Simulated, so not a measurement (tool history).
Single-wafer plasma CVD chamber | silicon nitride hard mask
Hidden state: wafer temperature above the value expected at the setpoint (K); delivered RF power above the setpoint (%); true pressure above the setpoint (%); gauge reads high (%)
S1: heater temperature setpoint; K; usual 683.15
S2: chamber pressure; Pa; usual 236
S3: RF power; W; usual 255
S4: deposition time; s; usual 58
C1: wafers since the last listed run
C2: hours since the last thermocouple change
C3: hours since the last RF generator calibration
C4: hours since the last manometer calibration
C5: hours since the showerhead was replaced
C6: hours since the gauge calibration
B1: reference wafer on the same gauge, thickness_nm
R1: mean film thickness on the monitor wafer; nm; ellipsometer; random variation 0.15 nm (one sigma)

| run | day | S1 | S2 | S3 | S4 | C1 | C2 | C3 | C4 | C5 | C6 | B1 | R1 |
|---|---|---|---|---|---|---|---|---|---|---|---|---|---|
| 1 | 0 | 683.15 | 236 | 275 | 58 | 0 | 1770.6 | 978.7 | 2276.9 | 3573.4 | 707.1 | 55.21 | 66.182 |
| 2 | 1.95 | 683.15 | 236 | 255 | 58 | 644 | 1817.4 | 1025.5 | 2323.7 | 3620.2 | 753.9 | 55.18 | 62.477 |
|  | 2.346 | gauge calibrated |
| 3 | 3.283 | 688.15 | 236 | 255 | 58 | 440 | 1849.4 | 1057.5 | 2355.7 | 3652.2 | 22.5 | 55.237 | 62.59 |
| 4 | 4.517 | 688.15 | 236 | 255 | 58 | 407 | 1879 | 1087.1 | 2385.3 | 3681.8 | 52.1 | 55.21 | 62.37 |
| 5 | 6.362 | 688.15 | 236 | 255 | 58 | 610 | 1923.3 | 1131.4 | 2429.6 | 3726.1 | 96.4 | 55.196 | 62.331 |
| 6 | 8.258 | 683.15 | 263 | 220 | 58 | 626 | 1968.8 | 1176.9 | 2475.1 | 3771.6 | 141.9 | 55.167 | 56.527 |
| 7 | 11.121 | 683.15 | 263 | 220 | 58 | 946 | 2037.5 | 1245.6 | 2543.8 | 3840.3 | 210.6 | 55.187 | 56.575 |
| 8 | 13.496 | 683.15 | 263 | 220 | 58 | 784 | 2094.5 | 1302.6 | 2600.8 | 3897.3 | 267.6 | 55.179 | 56.697 |
| 9 | 16.075 | 683.15 | 236 | 265 | 58 | 852 | 2156.4 | 1364.5 | 2662.7 | 3959.2 | 329.5 | 55.241 | 64.25 |
|  | 18.354 | RF generator calibrated |
| 10 | 18.617 | 683.15 | 236 | 265 | 58 | 729 | 2217.4 | 6.3 | 2723.7 | 4020.2 | 390.5 | 55.174 | 65.047 |
|  | 19.121 | capacitance manometer re-zeroed and calibrated |
|  | 19.592 | thermocouple changed; heater temperature recalibrated |
| 11 | 20.75 | 683.15 | 236 | 265 | 58 | 484 | 27.8 | 57.5 | 39.1 | 4071.4 | 441.7 | 55.211 | 65.359 |
|  | 23.488 | showerhead replaced |
| 12 | 23.583 | 683.15 | 236 | 290 | 67.2 | 826 | 95.8 | 125.5 | 107.1 | 2.3 | 509.7 | 55.216 | 80.665 |
| 13 | 24.875 | 689.15 | 256 | 305 | 58 | 426 | 126.8 | 156.5 | 138.1 | 33.3 | 540.7 | 55.196 | 73.22 |
| 14 | 27.129 | 683.15 | 236 | 255 | 58 | 745 | 180.9 | 210.6 | 192.2 | 87.4 | 594.8 | 55.156 | 63.038 |
| 15 | 28.146 | 693.15 | 212 | 255 | 46.9 | 336 | 205.3 | 235 | 216.6 | 111.8 | 619.2 | 55.176 | 49.737 |
| 16 | 30.529 | 683.15 | 236 | 255 | 68.4 | 787 | 262.5 | 292.2 | 273.8 | 169 | 676.4 | 55.248 | 74.483 |
|  | 31.571 | gauge calibrated |
| 17 | 32.346 | 698.15 | 284 | 270 | 64 | 600 | 306.1 | 335.8 | 317.4 | 212.6 | 18.6 | 55.131 | 75.34 |
| 18 | 33.383 | 683.15 | 236 | 255 | 63.9 | 342 | 331 | 360.7 | 342.3 | 237.5 | 43.5 | 55.211 | 69.717 |

Forecast run 19:
| 19 | 35.529 | 683.15 | 236 | 255 | 58 | 709 | 382.5 | 412.2 | 393.8 | 289 | 95 | ? | ? |

{"run 19": {"B1": 55.167, "R1": 63.445}}
Without the tool's hidden state the same run would have given R1 63.549 nm.
